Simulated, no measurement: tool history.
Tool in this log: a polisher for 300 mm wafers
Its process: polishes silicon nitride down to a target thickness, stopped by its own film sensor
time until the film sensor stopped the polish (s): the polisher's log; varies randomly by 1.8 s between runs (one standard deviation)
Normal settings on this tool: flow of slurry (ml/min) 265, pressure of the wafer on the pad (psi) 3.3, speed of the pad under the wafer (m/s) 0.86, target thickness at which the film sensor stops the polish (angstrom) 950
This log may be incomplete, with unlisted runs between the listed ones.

run    hour  flow of slurry (ml/min)  pressure of the wafer on the pad (psi)  speed of the pad under the wafer (m/s)  target thickness at which the film sensor stops the polish (angstrom)  wafers since the last listed run  wafers polished on this pad  hours since the slurry nozzle was cleaned  hours since the head pressure was calibrated  incoming thickness of the incoming film, nm  time until the film sensor stopped the polish (s)
  1     0.0                      265                                     3.3                                    0.86                                                                    950                                 0                         2521                                      214.4                                        1029.7                                        238.1                                              116.3
  2    38.1                      265                                     3.3                                    0.86                                                                    950                               326                         2847                                      252.5                                        1067.8                                        240.1                                              120.2
  3    84.5                      230                                     3.3                                    0.72                                                                    950                               397                         3245                                      298.9                                        1114.2                                        239.8                                              137.4
      123.9  -- worn pad replaced by a new one
  4   149.7                      230                                     3.3                                    0.72                                                                    950                               524                          221                                      364.1                                        1179.4                                        244.2                                              141.0
      166.7  -- slurry nozzle cleaned
      194.8  -- head pressure recalibrated
  5   236.6                      230                                     3.3                                    0.72                                                                    950                               719                          940                                       69.9                                          41.8                                        238.6                                              138.3
  6   298.4                      265                                     3.3                                    0.86                                                                    950                               529                         1470                                      131.7                                         103.6                                        241.9                                              119.5
  7   397.0                      265                                     3.3                                    0.86                                                                    950                               845                         2315                                      230.3                                         202.2                                        243.7                                              126.1
      471.0  -- worn pad replaced by a new one
      541.7  -- slurry nozzle cleaned
  8   600.4                      265                                     3.3                                    0.86                                                                    950                              1701                         1100                                       58.7                                         405.6                                        244.9                                              121.0
  9   639.7                      265                                     3.6                                    0.86                                                                    950                               336                         1437                                       98.0                                         444.9                                        241.3                                              114.4
 10   694.8                      265                                     3.6                                    0.86                                                                    950                               472                         1910                                      153.1                                         500.0                                        235.7                                              111.1
      869.9  -- worn pad replaced by a new one
      937.8  -- slurry nozzle cleaned
 11   943.0                      295                                     3.3                                    0.86                                                                    950                              2085                          618                                        5.2                                         748.2                                        240.9                                              115.6
 12  1004.5                      240                                     3.3                                    0.86                                                                    950                               527                         1145                                       66.7                                         809.7                                        241.0                                              120.7
 13  1046.0                      230                                     3.3                                    0.72                                                                    950                               355                         1501                                      108.2                                         851.2                                        243.1                                              141.7
 14  1103.4                      235                                     2.3                                    0.72                                                                   1250                               492                         1993                                      165.6                                         908.6                                        240.4                                              135.8

Run 15 comes next. What will it give?
 15  1160.5                      265                                     3.3                                    0.86                                                                    950                               489                         2483                                      222.7                                         965.7                                        241.3                                                  ?

Logged for run 15: time until the film sensor stopped the polish (s) 117.3.
If the tool had no hidden condition, the same run with the same run-to-run variation would have returned time until the film sensor stopped the polish (s) 117.3.
